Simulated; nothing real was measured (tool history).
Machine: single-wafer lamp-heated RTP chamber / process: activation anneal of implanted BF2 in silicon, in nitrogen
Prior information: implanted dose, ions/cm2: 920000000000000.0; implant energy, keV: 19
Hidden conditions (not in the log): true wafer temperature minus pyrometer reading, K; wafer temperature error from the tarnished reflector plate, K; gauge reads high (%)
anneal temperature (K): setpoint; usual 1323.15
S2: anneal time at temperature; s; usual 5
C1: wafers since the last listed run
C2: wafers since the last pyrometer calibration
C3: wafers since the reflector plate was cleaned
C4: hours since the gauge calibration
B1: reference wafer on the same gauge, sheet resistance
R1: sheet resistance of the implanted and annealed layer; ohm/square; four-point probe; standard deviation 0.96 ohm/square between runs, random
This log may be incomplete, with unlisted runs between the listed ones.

Run 1, hour 0: usual settings; C1 0; C2 2699; C3 642; C4 75.8; B1 158.3. Result: R1 166.65 ohm/square.
Run 2, hour 35.9: usual settings but anneal temperature (K) 1346.15; C1 553; C2 3252; C3 1196; C4 111.7; B1 158.35. Result: R1 151.07 ohm/square.
Run 3, hour 58.9: usual settings but anneal temperature (K) 1300.15; C1 354; C2 3607; C3 1550; C4 134.7; B1 158.15. Result: R1 183.07 ohm/square.
Run 4, hour 80.9: usual settings but anneal temperature (K) 1300.15; C1 339; C2 3946; C3 1890; C4 156.7; B1 157.74. Result: R1 184.46 ohm/square.
Run 5, hour 112.5: usual settings; C1 487; C2 4434; C3 2377; C4 188.3; B1 158.03. Result: R1 162.43 ohm/square.
Run 6, hour 132.4: usual settings; C1 306; C2 4741; C3 2684; C4 208.2; B1 157.91. Result: R1 164.4 ohm/square.
Run 7, hour 167.9: usual settings; C1 547; C2 5288; C3 3231; C4 243.7; B1 157.83. Result: R1 164.74 ohm/square.
Run 8, hour 184.9: usual settings; C1 262; C2 5550; C3 3493; C4 260.7; B1 158.24. Result: R1 162.4 ohm/square.
Run 9, hour 216.7: usual settings but S2 7 s; C1 490; C2 6040; C3 3984; C4 292.5; B1 158.03. Result: R1 156.3 ohm/square.
Run 10, hour 249.8: usual settings but anneal temperature (K) 1308.15, S2 7 s; C1 510; C2 6551; C3 4494; C4 325.6; B1 158.56. Result: R1 165.71 ohm/square.
At hour 266.8: reflector plate cleaned.
Run 11, hour 274.3: usual settings; C1 254; C2 6805; C3 115; C4 350.1; B1 158.08. Result: R1 165.23 ohm/square.
At hour 296.7: gauge calibrated.
Run 12, hour 300: usual settings but anneal temperature (K) 1311.15, S2 8 s; C1 396; C2 7202; C3 511; C4 3.3; B1 158.22. Result: R1 165.25 ohm/square.
At hour 320.2: pyrometer window cleaned and pyrometer calibrated.
Run 13, hour 320.7: usual settings but anneal temperature (K) 1298.15; C1 195; C2 6; C3 707; C4 24; B1 157.94. Result: R1 187.18 ohm/square.
Run 14, hour 334: usual settings but anneal temperature (K) 1313.15, S2 8 s; C1 205; C2 212; C3 912; C4 37.3; B1 157.92. Result: R1 163.31 ohm/square.
Run 15, hour 420.7: usual settings but anneal temperature (K) 1310.15, S2 7 s; C1 1336; C2 1548; C3 2249; C4 124; B1 157.73. Result: R1 166.74 ohm/square.
Run 16, hour 450.8: usual settings; C1 464; C2 2013; C3 2713; C4 154.1; B1 157.88. Result: R1 164.02 ohm/square.

4 ways to go on from here, each from the tool as it stands after run 16. What would each give?
Run A, hour 451.2: usual settings but anneal temperature (K) 1306.15; C1 6; C2 2019; C3 2719; C4 154.5; B1 ?. Result: R1 ?.
Run B, hour 451.2: usual settings but anneal temperature (K) 1334.15, S2 4 s; C1 6; C2 2019; C3 2719; C4 154.5; B1 ?. Result: R1 ?.
Run C, hour 451.2: usual settings but anneal temperature (K) 1295.15, S2 6 s; C1 6; C2 2019; C3 2719; C4 154.5; B1 ?. Result: R1 ?.
Run D, hour 451.2: usual settings but anneal temperature (K) 1309.15, S2 7 s; C1 6; C2 2019; C3 2719; C4 154.5; B1 ?. Result: R1 ?.

run     B1      R1
  A  157.9  175.73
  B  157.9  159.01
  C  157.9   181.9
  D  157.9  166.42
Had the tool no hidden state, the same runs would have come out as:
run      R1
  A  180.34
  B  162.72
  C  186.98
  D  170.96

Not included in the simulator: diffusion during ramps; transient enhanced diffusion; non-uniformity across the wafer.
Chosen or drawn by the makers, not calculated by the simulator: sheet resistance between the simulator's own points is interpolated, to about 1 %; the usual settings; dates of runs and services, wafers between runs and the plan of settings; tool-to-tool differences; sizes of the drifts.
